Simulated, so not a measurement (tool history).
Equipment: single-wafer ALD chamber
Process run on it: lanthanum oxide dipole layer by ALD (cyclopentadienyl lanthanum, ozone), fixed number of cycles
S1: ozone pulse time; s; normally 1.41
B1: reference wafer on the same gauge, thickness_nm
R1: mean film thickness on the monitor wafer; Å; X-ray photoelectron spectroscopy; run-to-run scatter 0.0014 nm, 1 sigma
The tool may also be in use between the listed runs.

run,day,S1,B1,R1
1,0.000,1.62,0.598,5.39
2,1.154,1.41,0.598,5.14
3,2.342,1.41,0.598,5.13
4,3.112,1.41,0.598,5.12
5,3.883,1.41,0.598,5.15
6,5.175,1.65,0.598,5.36
7,6.567,1.41,0.598,5.11
8,7.738,1.41,0.598,5.08
9,8.533,1.41,0.598,5.10
# day 9.271: ozone generator serviced
10,9.912,1.70,0.598,5.68
11,11.200,1.70,0.598,5.65
12,11.971,0.93,0.598,4.65
13,12.529,1.85,0.598,5.72
14,13.383,1.68,0.598,5.67

Run 15 comes next. What will it give?
# day 13.946: gauge calibrated
15,14.779,1.88,?,?

B1: 0.598
R1: 5.77 Å
Had the tool carried no hidden state, the very same run would have given R1 5.79 Å.

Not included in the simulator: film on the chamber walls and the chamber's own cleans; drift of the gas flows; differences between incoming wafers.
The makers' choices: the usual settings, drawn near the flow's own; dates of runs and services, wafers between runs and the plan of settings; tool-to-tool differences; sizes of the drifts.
